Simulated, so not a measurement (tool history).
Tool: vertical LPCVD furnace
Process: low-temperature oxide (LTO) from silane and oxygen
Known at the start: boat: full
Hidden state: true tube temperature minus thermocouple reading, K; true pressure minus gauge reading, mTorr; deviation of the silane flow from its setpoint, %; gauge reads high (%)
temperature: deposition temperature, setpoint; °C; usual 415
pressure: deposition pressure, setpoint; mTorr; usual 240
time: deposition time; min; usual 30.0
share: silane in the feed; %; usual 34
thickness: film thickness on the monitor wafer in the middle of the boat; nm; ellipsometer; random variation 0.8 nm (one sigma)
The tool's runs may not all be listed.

run,hour,temperature,pressure,time,share,wafers since the last listed run,hours since the last temperature calibration,hours since the pressure gauge was zeroed,hours since the silane flow controller was replaced,hours since the gauge calibration,"read-back reference wafer on the same gauge, thickness",thickness
1,0.0,419,240,30.0,34,0,2996.9,2800.0,1438.4,218.3,322.98,315.80
2,125.2,419,240,30.0,34,1526,3122.1,2925.2,1563.6,343.5,323.06,317.44
3,167.5,415,240,30.0,34,515,3164.4,2967.5,1605.9,385.8,322.95,305.02
4,211.6,415,240,30.0,34,537,3208.5,3011.6,1650.0,429.9,322.93,303.10
5,239.2,415,240,30.0,34,336,3236.1,3039.2,1677.6,457.5,323.06,303.83
6,302.8,411,240,30.0,34,775,3299.7,3102.8,1741.2,521.1,322.68,290.39
7,369.5,415,240,30.0,34,813,3366.4,3169.5,1807.9,587.8,323.06,303.87
8,422.7,415,195,30.0,34,648,3419.6,3222.7,1861.1,641.0,322.83,242.81
9,492.1,415,195,30.0,34,846,3489.0,3292.1,1930.5,710.4,323.13,243.29
# hour 554.2: thermocouples replaced and temperature profile calibrated
10,554.7,415,195,30.0,34,470,0.5,3354.7,1993.1,773.0,322.75,233.71
11,585.2,415,240,30.0,34,371,31.0,3385.2,2023.6,803.5,323.20,291.30
# hour 613.4: pressure gauge zeroed
12,613.9,415,240,26.5,34,57,59.7,0.5,2052.3,832.2,322.74,274.16
13,638.9,415,205,30.0,34,304,84.7,25.5,2077.3,857.2,323.12,264.73
14,680.5,423,290,30.0,34,507,126.3,67.1,2118.9,898.8,322.99,407.83
15,736.9,415,240,30.0,34,687,182.7,123.5,2175.3,955.2,323.05,310.39
16,763.2,408,240,21.0,34,320,209.0,149.8,2201.6,981.5,323.08,200.81
17,820.0,415,240,30.0,34,692,265.8,206.6,2258.4,1038.3,322.90,309.08
18,882.9,410,290,20.0,32,767,328.7,269.5,2321.3,1101.2,323.12,216.43
# hour 886.5: gauge calibrated
# hour 910.4: silane flow controller replaced
19,910.9,409,240,30.0,34,48,356.7,297.5,0.5,24.4,323.01,289.34
20,947.3,405,240,27.0,34,443,393.1,333.9,36.9,60.8,323.02,249.03
21,1005.9,415,260,21.0,34,714,451.7,392.5,95.5,119.4,323.05,232.88
22,1039.3,415,185,30.0,41,407,485.1,425.9,128.9,152.8,323.08,300.24
23,1077.8,415,240,30.0,40,469,523.6,464.4,167.4,191.3,323.15,375.94
24,1124.8,415,265,30.0,34,573,570.6,511.4,214.4,238.3,323.04,341.42
25,1170.3,415,240,30.0,34,554,616.1,556.9,259.9,283.8,323.04,308.45

5 ways to go on from here, each from the tool as it stands after run 25. What would each give?
A,1175.7,415,240,30.0,34,65,621.5,562.3,265.3,289.2,?,?
B,1175.7,423,240,22.0,34,65,621.5,562.3,265.3,289.2,?,?
C,1175.7,410,195,30.0,34,65,621.5,562.3,265.3,289.2,?,?
D,1175.7,415,265,30.0,32,65,621.5,562.3,265.3,289.2,?,?
E,1175.7,410,240,30.0,34,65,621.5,562.3,265.3,289.2,?,?

run,"read-back reference wafer on the same gauge, thickness",thickness
A,323.00,308.65
B,323.00,246.64
C,323.00,237.58
D,323.00,313.99
E,323.00,292.13
Without the tool's hidden state the same runs would have given:
run,thickness
A,306.97
B,245.31
C,236.06
D,312.40
E,290.53
